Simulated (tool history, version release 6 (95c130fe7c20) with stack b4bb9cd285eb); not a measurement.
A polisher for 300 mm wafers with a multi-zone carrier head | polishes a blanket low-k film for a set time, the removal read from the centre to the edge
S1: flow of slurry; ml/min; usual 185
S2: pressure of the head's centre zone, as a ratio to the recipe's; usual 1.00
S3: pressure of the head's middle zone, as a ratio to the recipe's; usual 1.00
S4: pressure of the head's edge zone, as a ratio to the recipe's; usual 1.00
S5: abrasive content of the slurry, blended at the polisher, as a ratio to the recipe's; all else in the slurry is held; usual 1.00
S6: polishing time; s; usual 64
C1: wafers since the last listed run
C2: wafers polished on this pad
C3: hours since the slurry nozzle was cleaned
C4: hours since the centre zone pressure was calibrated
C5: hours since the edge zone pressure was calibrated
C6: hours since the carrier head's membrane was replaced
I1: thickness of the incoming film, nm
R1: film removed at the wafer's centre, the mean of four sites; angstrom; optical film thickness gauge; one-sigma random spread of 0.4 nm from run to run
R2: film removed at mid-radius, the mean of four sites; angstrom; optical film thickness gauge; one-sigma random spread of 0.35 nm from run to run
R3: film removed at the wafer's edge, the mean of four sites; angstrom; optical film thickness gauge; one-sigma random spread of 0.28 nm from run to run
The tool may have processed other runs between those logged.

run     day   S1    S2    S3    S4    S5  S6   C1    C2     C3      C4     C5      C6     I1   R1   R2   R3
  1   0.000  185  1.00  1.05  1.00  1.00  64    0   191  102.0  1278.3  111.2   922.3  470.7  287  297  293
  2   0.925  185  1.00  1.05  1.00  1.00  64  303   494  124.2  1300.5  133.4   944.5  472.1  277  282  276
  3   2.058  185  1.00  1.05  1.00  1.00  64  372   867  151.4  1327.7  160.6   971.7  478.1  269  273  275
  4   2.738  185  1.00  0.94  1.00  1.00  79  223  1090  167.7  1344.0  176.9   988.0  474.2  321  306  333
      3.058  -- worn pad replaced by a new one
  5   3.942  185  1.00  0.94  1.00  1.00  79  340   290  196.6  1372.9  205.8  1016.9  477.1  346  328  355
  6   4.808  185  1.00  0.94  1.00  1.00  79  284   575  217.4  1393.7  226.6  1037.7  476.8  333  305  342
  7   5.662  185  1.00  1.00  1.00  1.00  64  280   855  237.9  1414.2  247.1  1058.2  477.4  269  258  271
  8   6.725  185  1.00  1.00  1.00  1.00  64  348  1204  263.4  1439.7  272.6  1083.7  480.7  260  258  263
      6.938  -- centre zone pressure recalibrated
      7.129  -- worn pad replaced by a new one
  9   7.908  165  1.00  1.00  1.00  1.00  64  306   256  291.8    23.3  301.0  1112.1  481.6  262  264  281
 10   9.238  185  1.00  1.00  1.09  1.10  64  436   692  323.7    55.2  332.9  1144.0  475.9  266  260  291
      9.900  -- edge zone pressure recalibrated
 11  10.142  185  1.00  1.00  1.10  1.00  64  269   962  345.4    76.9    5.8  1165.7  481.9  255  247  274
     10.921  -- worn pad replaced by a new one
     11.346  -- slurry nozzle cleaned
 12  11.433  185  1.00  1.05  1.00  1.00  64  355   154    2.1   107.9   36.8  1196.7  483.4  287  295  294
     11.671  -- carrier head's membrane replaced by a new one
 13  12.017  185  1.00  1.00  1.00  1.00  64  123   278   16.1   121.9   50.8     8.3  473.3  284  279  289
 14  12.529  185  1.08  1.00  1.00  1.00  64  168   446   28.4   134.2   63.1    20.6  479.0  295  267  279
 15  13.842  185  1.00  1.00  1.00  1.00  64  431   877   59.9   165.7   94.6    52.1  479.3  261  268  270
     14.804  -- worn pad replaced by a new one
 16  14.825  150  1.00  1.00  1.10  1.00  64  268     6   83.5   189.3  118.2    75.7  475.4  282  289  313
 17  15.471  210  1.00  1.00  0.92  1.20  56  212   218   99.0   204.8  133.7    91.2  485.0  268  269  262

Each row is a separate what-if for the run after 17, all from the same tool condition, not one after another. Results?
  A  15.488  185  1.00  1.00  1.00  1.00  64   5  224  99.4  205.2  134.1  91.6  483.1   ?   ?   ?
  B  15.488  185  1.00  1.00  1.00  1.00  73   5  224  99.4  205.2  134.1  91.6  483.1   ?   ?   ?
  C  15.488  230  1.00  1.00  1.10  1.00  64   5  224  99.4  205.2  134.1  91.6  483.1   ?   ?   ?
  D  15.488  185  1.00  0.89  1.00  1.15  64   5  224  99.4  205.2  134.1  91.6  483.1   ?   ?   ?

run   R1   R2   R3
  A  283  283  289
  B  323  323  329
  C  292  292  309
  D  301  274  308
With the hidden condition removed and each run's random variation left untouched, the same runs would have given:
run   R1   R2   R3
  A  313  313  317
  B  358  357  362
  C  323  321  339
  D  334  302  338
